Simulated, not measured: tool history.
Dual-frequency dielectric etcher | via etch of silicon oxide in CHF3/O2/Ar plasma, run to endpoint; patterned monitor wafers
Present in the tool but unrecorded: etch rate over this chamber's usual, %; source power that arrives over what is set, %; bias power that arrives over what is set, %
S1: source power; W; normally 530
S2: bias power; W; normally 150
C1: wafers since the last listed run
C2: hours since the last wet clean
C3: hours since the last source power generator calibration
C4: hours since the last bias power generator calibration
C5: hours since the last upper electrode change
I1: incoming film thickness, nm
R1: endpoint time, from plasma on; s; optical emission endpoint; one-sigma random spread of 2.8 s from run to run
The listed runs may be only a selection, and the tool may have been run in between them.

run   hour   S1   S2   C1     C2      C3      C4      C5     I1     R1
  1    0.0  530  150    0  253.6  3376.9  2352.0  3988.4  748.3  407.1
  2    8.6  530  150   33  262.2  3385.5  2360.6  3997.0  747.4  404.2
  3   16.9  620  171   32  270.5  3393.8  2368.9  4005.3  737.6  355.0
  4   30.8  480  150   54  284.4  3407.7  2382.8  4019.2  746.8  418.9
  5   47.9  480  150   66  301.5  3424.8  2399.9  4036.3  735.1  418.2
  6   64.7  480  150   65  318.3  3441.6  2416.7  4053.1  753.8  418.4
  7   72.6  530  150   30  326.2  3449.5  2424.6  4061.0  747.0  404.6
  8   82.2  530  150   37  335.8  3459.1  2434.2  4070.6  737.0  397.0
  9   97.6  530  150   60  351.2  3474.5  2449.6  4086.0  745.6  400.7
     129.1  -- source power generator calibrated
 10  148.8  530  150  184  402.4    19.7  2500.8  4137.2  743.4  395.4
 11  158.2  530  150   36  411.8    29.1  2510.2  4146.6  737.3  393.1
     185.4  -- wet clean of the chamber
 12  185.9  480  125   14    0.5    56.8  2537.9  4174.3  740.2  453.6
 13  186.3  480  125    1    0.9    57.2  2538.3  4174.7  747.9  458.2
 14  201.8  530  150   60   16.4    72.7  2553.8  4190.2  752.0  416.0
 15  210.3  530  150   33   24.9    81.2  2562.3  4198.7  739.7  400.6
 16  217.0  530  179   26   31.6    87.9  2569.0  4205.4  745.6  383.8
 17  224.1  580  132   27   38.7    95.0  2576.1  4212.5  747.1  410.2
 18  230.6  630  185   25   45.2   101.5  2582.6  4219.0  750.4  357.9
 19  242.0  590  126   44   56.6   112.9  2594.0  4230.4  745.2  406.7

Run 20 comes next. What will it give?
     269.1  -- upper electrode replaced, of another model than before
 20  269.6  610  117  14  84.2  140.5  2621.6  0.5  742.1   ?

R1: 405.6 s
With the hidden condition absent and the run-to-run variation left alone, this run would have shown R1 413.0 s.
